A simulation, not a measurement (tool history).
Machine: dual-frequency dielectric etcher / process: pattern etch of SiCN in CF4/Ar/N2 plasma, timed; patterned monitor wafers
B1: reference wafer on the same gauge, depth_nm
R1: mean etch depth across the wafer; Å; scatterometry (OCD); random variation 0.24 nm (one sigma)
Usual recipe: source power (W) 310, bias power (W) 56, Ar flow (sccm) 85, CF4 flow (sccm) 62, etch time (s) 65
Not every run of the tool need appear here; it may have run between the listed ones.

Run 1, day 0: usual settings; B1 37.87. Result: R1 381 Å.
Run 2, day 8.188: usual settings; B1 37.9. Result: R1 385.4 Å.
Run 3, day 9.729: usual settings but CF4 flow (sccm) 52; B1 37.87. Result: R1 378.2 Å.
At day 10.933: wet clean of the chamber.
At day 16.071: Ar flow controller replaced.
Run 4, day 16.246: usual settings; B1 37.89. Result: R1 373.3 Å.
Run 5, day 19.775: usual settings; B1 37.95. Result: R1 382.2 Å.
Run 6, day 22.838: usual settings; B1 37.87. Result: R1 378.9 Å.
At day 23.275: CF4 flow controller replaced.
Run 7, day 26.258: usual settings but source power (W) 250; B1 37.85. Result: R1 301.9 Å.
At day 27.229: source power generator calibrated.
Run 8, day 28.646: usual settings but source power (W) 250; B1 37.86. Result: R1 317 Å.
At day 30.521: upper electrode replaced.
At day 30.729: wet clean of the chamber.
Run 9, day 30.858: usual settings but source power (W) 230, bias power (W) 61, Ar flow (sccm) 78, etch time (s) 76; B1 37.85. Result: R1 340.1 Å.
Run 10, day 33.079: usual settings but source power (W) 290, bias power (W) 62, CF4 flow (sccm) 67, etch time (s) 77; B1 37.9. Result: R1 442.4 Å.
At day 36.321: bias power generator calibrated.
Run 11, day 37.212: usual settings but Ar flow (sccm) 73; B1 37.83. Result: R1 405.1 Å.
Run 12, day 40.212: usual settings but bias power (W) 50; B1 37.93. Result: R1 380.9 Å.
Run 13, day 43.262: usual settings; B1 37.93. Result: R1 397.3 Å.
At day 46.804: gauge calibrated.
Run 14, day 46.904: usual settings; B1 37.92. Result: R1 398 Å.
At day 49.792: wet clean of the chamber.
Run 15, day 49.812: usual settings; B1 37.94. Result: R1 388.5 Å.
Run 16, day 53.638: usual settings but source power (W) 250, bias power (W) 52, Ar flow (sccm) 64, CF4 flow (sccm) 51; B1 37.9. Result: R1 316.3 Å.
Run 17, day 55.25: usual settings but source power (W) 230, CF4 flow (sccm) 48; B1 37.88. Result: R1 273.6 Å.
Run 18, day 58.238: usual settings; B1 37.96. Result: R1 392 Å.
Run 19, day 61.733: usual settings but Ar flow (sccm) 96, etch time (s) 49.5; B1 37.93. Result: R1 289.3 Å.
Run 20, day 65.696: usual settings but bias power (W) 62; B1 37.94. Result: R1 411.6 Å.
At day 68.646: wet clean of the chamber.
Run 21, day 68.667: usual settings but CF4 flow (sccm) 72, etch time (s) 80.5; B1 37.91. Result: R1 479.2 Å.
Run 22, day 72.012: usual settings but Ar flow (sccm) 66, CF4 flow (sccm) 48, etch time (s) 57; B1 37.87. Result: R1 350.6 Å.

A few steps of R1 between consecutive runs. Split each: what settings, incoming material and random variation would produce without the hidden state, and what is left over for the hidden state, along with gauge scatter present in only one of the two compared results (measured, and without hidden state):
The hidden state here: etch rate over this chamber's usual, %; source power that arrives over what is set, %; bias power that arrives over what is set, %; Ar flow that arrives over what is set, %; CF4 flow that arrives over what is set, %; gauge reads high (%).
Run 7 -> 8: source power generator calibrated. R1 +15.1 Å: hidden state +17.7, all else -2.6.
Run 19 -> 20: bias power (W) 56 -> 62, Ar flow (sccm) 96 -> 85, etch time (s) 49.5 -> 65. R1 +122.3 Å: hidden state +4, all else +118.3.
Run 20 -> 21: bias power (W) 62 -> 56, CF4 flow (sccm) 62 -> 72, etch time (s) 65 -> 80.5, wet clean of the chamber. R1 +67.6 Å: hidden state -14.9, all else +82.5.
Run 21 -> 22: Ar flow (sccm) 85 -> 66, CF4 flow (sccm) 72 -> 48, etch time (s) 80.5 -> 57. R1 -128.6 Å: hidden state +3.2, all else -131.8.

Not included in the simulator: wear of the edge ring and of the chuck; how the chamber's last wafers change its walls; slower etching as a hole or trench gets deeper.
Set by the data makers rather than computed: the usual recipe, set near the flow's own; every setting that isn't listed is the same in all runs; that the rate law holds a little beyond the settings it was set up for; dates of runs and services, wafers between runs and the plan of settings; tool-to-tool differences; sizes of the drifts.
